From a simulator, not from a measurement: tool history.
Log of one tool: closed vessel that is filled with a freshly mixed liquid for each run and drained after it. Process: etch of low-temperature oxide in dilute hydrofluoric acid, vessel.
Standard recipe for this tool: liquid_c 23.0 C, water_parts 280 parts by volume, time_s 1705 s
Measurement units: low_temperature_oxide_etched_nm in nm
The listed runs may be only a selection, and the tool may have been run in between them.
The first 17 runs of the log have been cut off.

run	hour	liquid_c	water_parts	time_s	read-back film thickness of the low-temperature oxide reference wafer, read on the same gauge (nm)	low_temperature_oxide_etched_nm
18	1029.1	18.0	280	1705	100.00	43.46
19	1088.9	23.0	280	2505	99.99	77.50
20	1115.9	20.5	280	1705	99.99	48.21
21	1157.0	23.0	280	1705	100.01	51.96
22	1193.3	23.0	280	2630	100.00	80.80
23	1239.8	24.5	220	2650	99.99	116.19
24	1308.2	23.0	280	1705	99.99	52.42
25	1346.6	27.5	340	2450	99.99	68.29
26	1396.5	28.0	280	1705	100.00	62.27
27	1439.4	21.5	280	1705	100.00	49.58
28	1468.3	23.0	180	950	100.04	50.08
29	1530.1	26.5	280	1705	99.99	59.35
30	1578.8	23.0	165	1705	100.00	99.80
31	1631.6	21.5	220	725	100.01	28.41

5 ways to go on from here, each from the tool as it stands after run 31. What would each give?
A	1632.7	23.0	280	1705	?	?
B	1632.7	24.5	365	1395	?	?
C	1632.7	23.0	280	2305	?	?
D	1632.7	26.5	390	2550	?	?
E	1632.7	23.0	335	875	?	?

run	read-back film thickness of the low-temperature oxide reference wafer, read on the same gauge (nm)	low_temperature_oxide_etched_nm
A	99.97	53.10
B	99.97	32.37
C	99.97	71.78
D	99.97	57.74
E	99.97	21.62
The same runs, with their run-to-run variation unchanged, on a tool lacking any hidden condition would have given:
run	low_temperature_oxide_etched_nm
A	53.10
B	32.37
C	71.78
D	57.74
E	21.62
